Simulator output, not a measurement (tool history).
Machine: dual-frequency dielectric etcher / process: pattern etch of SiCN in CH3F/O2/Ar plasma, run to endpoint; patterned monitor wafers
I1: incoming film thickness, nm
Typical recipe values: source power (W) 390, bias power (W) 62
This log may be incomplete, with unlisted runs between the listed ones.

Run 1, hour 0.0: usual settings; I1 9.51. Result: endpoint time (s) 27.6.
Run 2, hour 14.8: usual settings; I1 9.46. Result: endpoint time (s) 27.4.
Run 3, hour 24.0: usual settings; I1 9.46. Result: endpoint time (s) 27.5.
Run 4, hour 34.0: usual settings; I1 9.49. Result: endpoint time (s) 27.7.
Run 5, hour 51.9: usual settings; I1 9.42. Result: endpoint time (s) 27.4.
Run 6, hour 65.2: usual settings; I1 9.41. Result: endpoint time (s) 27.4.
Run 7, hour 76.7: usual settings; I1 9.45. Result: endpoint time (s) 27.6.
Run 8, hour 94.0: usual settings; I1 9.54. Result: endpoint time (s) 27.8.
Run 9, hour 110.1: usual settings but bias power (W) 71; I1 9.52. Result: endpoint time (s) 25.8.
Run 10, hour 124.1: usual settings but bias power (W) 71; I1 9.66. Result: endpoint time (s) 26.2.
Run 11, hour 138.4: usual settings but bias power (W) 71; I1 9.50. Result: endpoint time (s) 25.7.
At hour 147.1: source power generator calibrated.
At hour 148.5: bias power generator calibrated.
Run 12, hour 150.8: usual settings; I1 9.51. Result: endpoint time (s) 27.8.
Run 13, hour 157.9: usual settings; I1 9.53. Result: endpoint time (s) 28.0.
Run 14, hour 174.1: usual settings but bias power (W) 49; I1 9.45. Result: endpoint time (s) 31.7.
Run 15, hour 184.4: usual settings but bias power (W) 49; I1 9.45. Result: endpoint time (s) 31.7.
At hour 216.0: upper electrode replaced.
At hour 225.2: wet clean of the chamber.
Run 16, hour 225.7: usual settings; I1 9.49. Result: endpoint time (s) 27.3.
Run 17, hour 226.0: usual settings; I1 9.41. Result: endpoint time (s) 27.1.
Run 18, hour 226.4: usual settings; I1 9.53. Result: endpoint time (s) 27.5.
Run 19, hour 226.7: usual settings but bias power (W) 67; I1 9.46. Result: endpoint time (s) 26.3.
Run 20, hour 229.3: usual settings but source power (W) 300, bias power (W) 74; I1 9.51. Result: endpoint time (s) 28.3.
Run 21, hour 237.0: usual settings but source power (W) 290, bias power (W) 67; I1 9.44. Result: endpoint time (s) 30.0.
Run 22, hour 244.0: usual settings but source power (W) 460, bias power (W) 54; I1 9.44. Result: endpoint time (s) 27.3.
Run 23, hour 254.0: usual settings; I1 9.60. Result: endpoint time (s) 27.6.
Run 24, hour 268.6: usual settings but source power (W) 440, bias power (W) 50; I1 9.55. Result: endpoint time (s) 29.4.
Run 25, hour 275.8: usual settings but source power (W) 440, bias power (W) 57; I1 9.42. Result: endpoint time (s) 26.8.
Run 26, hour 295.7: usual settings but source power (W) 340, bias power (W) 51; I1 9.49. Result: endpoint time (s) 32.7.
Run 27, hour 311.1: usual settings but source power (W) 440; I1 9.43. Result: endpoint time (s) 26.0.
Run 28, hour 319.5: usual settings but bias power (W) 54; I1 9.44. Result: endpoint time (s) 29.5.
Run 29, hour 328.8: usual settings but bias power (W) 73; I1 9.51. Result: endpoint time (s) 25.3.
Run 30, hour 346.7: usual settings; I1 9.52. Result: endpoint time (s) 27.6.
Run 31, hour 357.8: usual settings; I1 9.52. Result: endpoint time (s) 27.5.
Run 32, hour 366.8: usual settings but source power (W) 420, bias power (W) 56; I1 9.48. Result: endpoint time (s) 28.1.
Run 33, hour 373.7: usual settings; I1 9.46. Result: endpoint time (s) 27.3.
Run 34, hour 385.0: usual settings but source power (W) 350, bias power (W) 53; I1 9.52. Result: endpoint time (s) 31.7.
Run 35, hour 391.0: usual settings; I1 9.56. Result: endpoint time (s) 27.6.
Run 36, hour 400.7: usual settings; I1 9.48. Result: endpoint time (s) 27.5.
Run 37, hour 407.6: usual settings; I1 9.51. Result: endpoint time (s) 27.6.

Branching from run 37: 3 alternative next runs. What would each branch give?
Run A, hour 408.0: usual settings but bias power (W) 74; I1 9.48. Result: endpoint time (s) ?.
Run B, hour 408.0: usual settings but source power (W) 430, bias power (W) 74; I1 9.48. Result: endpoint time (s) ?.
Run C, hour 408.0: usual settings but source power (W) 450, bias power (W) 68; I1 9.48. Result: endpoint time (s) ?.

run  endpoint time (s)
  A               25.1
  B               24.0
  C               24.6
With the hidden condition removed and each run's random variation left untouched, the same runs would have given:
run  endpoint time (s)
  A               24.9
  B               23.9
  C               24.4
